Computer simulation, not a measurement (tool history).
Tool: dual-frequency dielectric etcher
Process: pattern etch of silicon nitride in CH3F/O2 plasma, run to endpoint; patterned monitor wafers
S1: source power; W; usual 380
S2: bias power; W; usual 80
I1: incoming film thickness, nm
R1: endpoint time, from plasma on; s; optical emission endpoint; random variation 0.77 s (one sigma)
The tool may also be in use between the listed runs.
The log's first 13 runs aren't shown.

run	hour	S1	S2	I1	R1
14	637.5	440	75	101.8	99.3
# hour 677.4: bias power generator calibrated
15	688.1	310	92	100.6	105.8
16	748.1	310	92	101.4	105.5
# hour 771: source power generator calibrated
# hour 801.2: wet clean of the chamber
17	801.7	380	72	101.6	109.1
18	807.6	420	70	100.7	105
# hour 887.1: upper electrode replaced
19	887.6	320	74	102.2	114.1
20	907.4	420	80	101.4	101.6
21	965.5	410	97	102	99.4
22	1013.4	300	64	101.4	117.4
23	1055.1	380	80	102	103.1
24	1103.6	300	61	101.6	117.3
25	1130.6	380	80	99.3	99.8
26	1193	380	80	100.7	102.3
# hour 1259.1: wet clean of the chamber
27	1259.6	380	80	100.7	105.4
28	1294.1	320	66	101.9	116.5
29	1353.8	380	80	100.6	103.8
30	1411.8	380	80	100.1	102.6
31	1473	300	74	100.9	112.5
32	1523.5	450	71	102.5	99.3
33	1585.7	420	100	100.8	93.8
34	1619.2	340	65	101.1	109.1
35	1681.9	380	80	100.9	99.9

4 ways to go on from here, each from the tool as it stands after run 35. What would each give?
A	1682.4	450	80	99.5	?
B	1682.4	380	93	99.5	?
C	1682.4	460	80	99.5	?
D	1682.4	380	100	99.5	?

run	R1
A	95.2
B	97.6
C	94.5
D	96.1
Without the tool's hidden state the same runs would have given:
run	R1
A	99.7
B	102.2
C	98.9
D	100.6
